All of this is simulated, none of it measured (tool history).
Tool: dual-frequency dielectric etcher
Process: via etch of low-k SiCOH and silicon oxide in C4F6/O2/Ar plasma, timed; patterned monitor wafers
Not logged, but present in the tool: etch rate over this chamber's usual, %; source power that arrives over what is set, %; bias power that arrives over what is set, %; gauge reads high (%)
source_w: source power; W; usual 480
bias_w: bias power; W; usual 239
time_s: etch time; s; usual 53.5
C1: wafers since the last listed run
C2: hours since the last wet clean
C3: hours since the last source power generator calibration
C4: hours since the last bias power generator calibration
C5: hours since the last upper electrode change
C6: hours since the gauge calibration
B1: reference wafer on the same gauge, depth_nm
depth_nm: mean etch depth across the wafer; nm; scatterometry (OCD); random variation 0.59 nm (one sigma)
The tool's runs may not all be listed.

Run 1, day 0: usual settings; C1 0; C2 112.7; C3 1963.8; C4 2360; C5 2189.3; C6 164.2; B1 125. Result: depth_nm 149.1 nm.
Run 2, day 0.617: usual settings; C1 145; C2 127.5; C3 1978.6; C4 2374.8; C5 2204.1; C6 179; B1 125. Result: depth_nm 149.8 nm.
Run 3, day 1.854: usual settings but bias_w 219 W; C1 291; C2 157.2; C3 2008.3; C4 2404.5; C5 2233.8; C6 208.7; B1 125. Result: depth_nm 144.1 nm.
Run 4, day 2.8: usual settings; C1 223; C2 179.9; C3 2031; C4 2427.2; C5 2256.5; C6 231.4; B1 125. Result: depth_nm 149.6 nm.
At day 5.992: gauge calibrated.
Run 5, day 6.546: usual settings; C1 883; C2 269.8; C3 2120.9; C4 2517.1; C5 2346.4; C6 13.3; B1 124.9. Result: depth_nm 147 nm.
Run 6, day 7.35: usual settings; C1 189; C2 289.1; C3 2140.2; C4 2536.4; C5 2365.7; C6 32.6; B1 125. Result: depth_nm 148.7 nm.
Run 7, day 8.442: usual settings; C1 257; C2 315.3; C3 2166.4; C4 2562.6; C5 2391.9; C6 58.8; B1 124.9. Result: depth_nm 147.7 nm.
Run 8, day 9.125: usual settings; C1 161; C2 331.7; C3 2182.8; C4 2579; C5 2408.3; C6 75.2; B1 125.1. Result: depth_nm 148 nm.
At day 9.421: bias power generator calibrated.
At day 10.554: wet clean of the chamber.
At day 10.688: upper electrode replaced.
Run 9, day 10.708: usual settings; C1 66; C2 3.7; C3 2220.8; C4 30.9; C5 0.5; C6 113.2; B1 125. Result: depth_nm 160.6 nm.
Run 10, day 10.721: usual settings but time_s 38 s; C1 2; C2 4; C3 2221.1; C4 31.2; C5 0.8; C6 113.5; B1 125. Result: depth_nm 114 nm.
At day 11.658: source power generator calibrated.
Run 11, day 12.396: usual settings but source_w 370 W, bias_w 265 W, time_s 43 s; C1 355; C2 44.2; C3 17.7; C4 71.4; C5 41; C6 153.7; B1 125. Result: depth_nm 116.6 nm.
Run 12, day 13.146: usual settings; C1 176; C2 62.2; C3 35.7; C4 89.4; C5 59; C6 171.7; B1 125.1. Result: depth_nm 160.4 nm.
At day 14.462: wet clean of the chamber, repeated, since the last time left the tool worse.
Run 13, day 14.483: usual settings but time_s 67.5 s; C1 79; C2 0.5; C3 67.8; C4 121.5; C5 91.1; C6 203.8; B1 125.1. Result: depth_nm 191.5 nm.
Run 14, day 14.912: usual settings but source_w 380 W, bias_w 221 W; C1 101; C2 10.8; C3 78.1; C4 131.8; C5 101.4; C6 214.1; B1 124.9. Result: depth_nm 131.9 nm.
Run 15, day 15.721: usual settings; C1 190; C2 30.2; C3 97.5; C4 151.2; C5 120.8; C6 233.5; B1 125. Result: depth_nm 150.8 nm.
Run 16, day 16.692: usual settings; C1 228; C2 53.5; C3 120.8; C4 174.5; C5 144.1; C6 256.8; B1 125.1. Result: depth_nm 151.8 nm.
Run 17, day 17.8: usual settings but bias_w 268 W, time_s 44.5 s; C1 261; C2 80.1; C3 147.4; C4 201.1; C5 170.7; C6 283.4; B1 125. Result: depth_nm 130.3 nm.
Run 18, day 18.562: usual settings but source_w 540 W, bias_w 266 W, time_s 44.5 s; C1 179; C2 98.4; C3 165.7; C4 219.4; C5 189; C6 301.7; B1 125. Result: depth_nm 136.6 nm.

Hidden state, per run?
source power that arrives over what is set, %: 0 in every run
bias power that arrives over what is set, %: 0 in every run
gauge reads high (%): 0 in every run
H1: etch rate over this chamber's usual, %
run      H1
  1   -1.49
  2    -1.6
  3   -1.82
  4   -1.99
  5   -2.67
  6   -2.81
  7   -3.01
  8   -3.13
  9     5.1
 10    5.09
 11    4.79
 12    4.66
 13   -0.24
 14  -0.317
 15  -0.462
 16  -0.637
 17  -0.835
 18  -0.972
